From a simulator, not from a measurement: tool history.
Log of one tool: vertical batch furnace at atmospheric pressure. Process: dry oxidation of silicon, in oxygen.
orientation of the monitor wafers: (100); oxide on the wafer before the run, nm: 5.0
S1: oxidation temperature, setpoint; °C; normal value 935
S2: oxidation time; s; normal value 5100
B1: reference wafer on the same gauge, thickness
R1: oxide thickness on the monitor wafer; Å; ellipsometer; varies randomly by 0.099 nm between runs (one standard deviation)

run	hour	S1	S2	B1	R1
1	0.0	935	5100	30.89	344.7
2	8.0	935	5100	30.89	343.4
3	18.0	935	5100	30.91	342.8
4	28.3	935	5100	30.91	344.2
5	35.1	935	5100	30.91	343.7
6	49.4	935	5100	30.91	345.1
7	64.1	935	5100	30.90	344.1
8	74.0	935	5100	30.88	343.1
9	83.8	935	5100	30.89	345.8
10	96.4	935	6420	30.88	400.8
11	107.3	935	6420	30.91	400.2
12	116.5	935	6420	30.91	402.9
13	125.6	935	5100	30.89	343.3
14	135.5	935	5100	30.90	344.6
15	144.4	935	6690	30.90	412.1
16	151.1	935	6960	30.91	423.9
17	164.4	935	5100	30.87	345.6
# hour 172.5: gauge calibrated
# hour 189.6: thermocouples replaced and temperature profile calibrated
18	190.1	935	5100	30.88	343.1
19	194.3	935	5100	30.90	343.8
20	198.6	935	5100	30.89	343.7
21	215.1	935	7650	30.89	453.9
22	223.8	911	6630	30.87	325.7
23	241.4	950	5910	30.90	441.4
24	252.9	935	5100	30.90	341.8
# hour 280.8: boat lift adjusted
25	281.3	935	7320	30.91	440.3
26	285.6	960	7470	30.88	571.0
27	290.5	922	5100	30.89	305.2
28	298.4	950	7440	30.90	515.4
29	311.5	935	4020	30.89	294.9
30	321.4	960	7470	30.90	567.1
31	335.9	914	3960	30.91	242.4
32	350.0	924	7620	30.90	403.5
33	360.2	935	3420	30.90	265.3
34	377.9	935	5100	30.93	343.7
35	388.2	952	4050	30.89	349.4
36	403.1	917	3210	30.90	218.8
37	416.7	935	5100	30.91	344.8

Branching from run 37: 3 alternative next runs. What would each branch give?
A	421.0	935	6180	?	?
B	421.0	918	6150	?	?
C	421.0	935	5760	?	?

run	B1	R1
A	30.90	392.1
B	30.90	331.3
C	30.90	374.0
The same runs, with their run-to-run variation unchanged, on a tool lacking any hidden condition would have given:
run	R1
A	392.1
B	331.3
C	374.0

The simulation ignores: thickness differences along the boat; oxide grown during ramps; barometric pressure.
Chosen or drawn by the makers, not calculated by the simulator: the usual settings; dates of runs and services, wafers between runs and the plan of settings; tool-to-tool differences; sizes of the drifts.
